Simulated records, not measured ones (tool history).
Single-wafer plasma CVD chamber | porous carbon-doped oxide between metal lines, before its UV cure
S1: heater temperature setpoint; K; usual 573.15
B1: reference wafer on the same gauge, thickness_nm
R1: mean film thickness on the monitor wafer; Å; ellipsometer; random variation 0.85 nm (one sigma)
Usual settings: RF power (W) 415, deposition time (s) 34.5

{"run": 1, "hour": 0.0, "S1": 573.15, "RF power (W)": 415, "deposition time (s)": 34.5, "B1": 167.634, "R1": 1647.29}
{"run": 2, "hour": 60.8, "S1": 573.15, "RF power (W)": 415, "deposition time (s)": 34.5, "B1": 168.173, "R1": 1641.58}
{"run": 3, "hour": 99.6, "S1": 573.15, "RF power (W)": 415, "deposition time (s)": 34.5, "B1": 167.934, "R1": 1637.67}
{"run": 4, "hour": 189.4, "S1": 573.15, "RF power (W)": 415, "deposition time (s)": 34.5, "B1": 167.951, "R1": 1623.88}
{"run": 5, "hour": 267.4, "S1": 573.15, "RF power (W)": 415, "deposition time (s)": 39, "B1": 168.035, "R1": 1839.74}
{"run": 6, "hour": 328.0, "S1": 573.15, "RF power (W)": 415, "deposition time (s)": 34.5, "B1": 167.94, "R1": 1625.51}
{"run": 7, "hour": 372.9, "S1": 573.15, "RF power (W)": 415, "deposition time (s)": 34.5, "B1": 168.012, "R1": 1627.74}
{"run": 8, "hour": 453.6, "S1": 573.15, "RF power (W)": 415, "deposition time (s)": 34.5, "B1": 168.025, "R1": 1618.07}
{"run": 9, "hour": 556.9, "S1": 573.15, "RF power (W)": 415, "deposition time (s)": 34.5, "B1": 167.884, "R1": 1602.98}
{"run": 10, "hour": 620.2, "S1": 573.15, "RF power (W)": 415, "deposition time (s)": 34.5, "B1": 168.035, "R1": 1605.15}
{"run": 11, "hour": 671.1, "S1": 573.15, "RF power (W)": 415, "deposition time (s)": 34.5, "B1": 168.043, "R1": 1589.4}
{"run": 12, "hour": 768.5, "S1": 573.15, "RF power (W)": 395, "deposition time (s)": 34.5, "B1": 167.845, "R1": 1591.74}
{"run": 13, "hour": 847.1, "S1": 563.15, "RF power (W)": 415, "deposition time (s)": 34.5, "B1": 167.825, "R1": 1772.87}
{"run": 14, "hour": 906.7, "S1": 563.15, "RF power (W)": 415, "deposition time (s)": 34.5, "B1": 168, "R1": 1753.31}
{"run": 15, "hour": 1005.0, "S1": 573.15, "RF power (W)": 460, "deposition time (s)": 34.5, "B1": 168.206, "R1": 1784.54}
{"run": 16, "hour": 1222.3, "S1": 573.15, "RF power (W)": 360, "deposition time (s)": 34.5, "B1": 168.522, "R1": 1463.33}
{"run": 17, "hour": 1303.9, "S1": 573.15, "RF power (W)": 415, "deposition time (s)": 34.5, "B1": 167.66, "R1": 1648.14}
{"run": 18, "hour": 1371.1, "S1": 573.15, "RF power (W)": 415, "deposition time (s)": 34.5, "B1": 168.022, "R1": 1654.06}
{"run": 19, "hour": 1462.2, "S1": 582.15, "RF power (W)": 480, "deposition time (s)": 34.5, "B1": 167.834, "R1": 1752.1}
{"run": 20, "hour": 1776.2, "S1": 565.15, "RF power (W)": 355, "deposition time (s)": 31.1, "B1": 167.566, "R1": 1361.47}
{"run": 21, "hour": 1882.2, "S1": 573.15, "RF power (W)": 415, "deposition time (s)": 36.9, "B1": 167.938, "R1": 1719.02}
{"run": 22, "hour": 1944.1, "S1": 573.15, "RF power (W)": 415, "deposition time (s)": 34.5, "B1": 167.792, "R1": 1602.92}
{"run": 23, "hour": 2005.7, "S1": 573.15, "RF power (W)": 480, "deposition time (s)": 30.2, "B1": 168.204, "R1": 1579.33}
{"run": 24, "hour": 2065.5, "S1": 568.15, "RF power (W)": 475, "deposition time (s)": 28.2, "B1": 168.014, "R1": 1508.94}
{"run": 25, "hour": 2144.5, "S1": 573.15, "RF power (W)": 415, "deposition time (s)": 34.5, "B1": 167.853, "R1": 1580.45}
{"run": 26, "hour": 2212.3, "S1": 573.15, "RF power (W)": 415, "deposition time (s)": 34.5, "B1": 167.701, "R1": 1580.64}
{"run": 27, "hour": 2255.7, "S1": 569.15, "RF power (W)": 485, "deposition time (s)": 31.7, "B1": 167.619, "R1": 1685.16}
{"run": 28, "hour": 2546.9, "S1": 573.15, "RF power (W)": 370, "deposition time (s)": 34.5, "B1": 167.984, "R1": 1503.12}
{"run": 29, "hour": 2628.4, "S1": 573.15, "RF power (W)": 415, "deposition time (s)": 34.5, "B1": 168.209, "R1": 1652.99}
{"run": 30, "hour": 2666.9, "S1": 568.15, "RF power (W)": 415, "deposition time (s)": 34.5, "B1": 168.277, "R1": 1717.18}
{"run": 31, "hour": 2767.6, "S1": 573.15, "RF power (W)": 440, "deposition time (s)": 39.3, "B1": 168.152, "R1": 1973.08}
{"run": 32, "hour": 2810.8, "S1": 560.15, "RF power (W)": 360, "deposition time (s)": 31.5, "B1": 168.266, "R1": 1479.35}
{"run": 33, "hour": 2897.9, "S1": 573.15, "RF power (W)": 415, "deposition time (s)": 34.5, "B1": 168.127, "R1": 1663.32}
{"run": 34, "hour": 2935.7, "S1": 587.15, "RF power (W)": 415, "deposition time (s)": 30.8, "B1": 168.242, "R1": 1350.29}

Not shown: 5 entries that the log had between the listed runs. Between which runs, and how does the tool's hidden state differ before and after?
Between runs 11 and 12: RF generator calibrated (hour 731.8)
  delivered RF power above the setpoint (%): -5.46 -> -0.486
  measured less the result without the state, R1: -75.63 -> -6.43 Å
Between runs 15 and 16: gauge calibrated (hour 1168.1)
  delivered RF power above the setpoint (%): -0.686 -> -1.14
  measured less the result without the state, R1: -8.85 -> -14.41 Å
Between runs 20 and 21: showerhead replaced (hour 1872.5)
  delivered RF power above the setpoint (%): -3.46 -> -4.09
  measured less the result without the state, R1: -41.65 -> -60.49 Å
Between runs 22 and 23: thermocouple changed; heater temperature recalibrated (hour 1980.2)
  delivered RF power above the setpoint (%): -4.49 -> -4.91
  measured less the result without the state, R1: -62.14 -> -58.27 Å
Between runs 27 and 28: RF generator calibrated (hour 2306.9)
  delivered RF power above the setpoint (%): -6.82 -> -0.782
  measured less the result without the state, R1: -88.19 -> -10.13 Å
